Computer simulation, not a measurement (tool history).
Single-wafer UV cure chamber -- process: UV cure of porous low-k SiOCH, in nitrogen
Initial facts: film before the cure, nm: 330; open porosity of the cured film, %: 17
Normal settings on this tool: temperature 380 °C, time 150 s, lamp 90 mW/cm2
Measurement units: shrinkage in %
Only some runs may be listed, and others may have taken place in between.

run   hour  temperature  time  lamp  wafers since the last listed run  hours since the UV bulbs were replaced  wafers since the quartz window was cleaned  shrinkage
  1    0.0          380    80    90                                 0                                  1137.3                                        2923      5.989
  2   20.8          380    80    90                               162                                  1158.1                                        3085      5.915
  3   39.0          380   150    90                               141                                  1176.3                                        3227      8.316
  4   74.6          380   150    90                               277                                  1211.9                                        3505      8.604
     103.2  -- quartz window cleaned
  5  103.7          380   200    90                               164                                  1241.0                                           4      9.182
  6  123.7          380   150    90                               156                                  1261.0                                         160      7.964
  7  151.7          380   150    90                               218                                  1289.0                                         378      7.770
     166.3  -- quartz window cleaned, repeated, since the last time left the tool worse
  8  168.9          372   210   128                                71                                  1306.2                                          19     11.973
  9  197.8          386    60   124                               225                                  1335.1                                         245      6.647

The next listed run, before its measurement:
     222.6  -- UV bulbs replaced
 10  223.1          380   150   103                               134                                     0.5                                         380          ?

shrinkage: 9.793 %
Were there no unlogged condition in the tool, this run, its random variation unchanged, would have produced shrinkage 9.902 %.
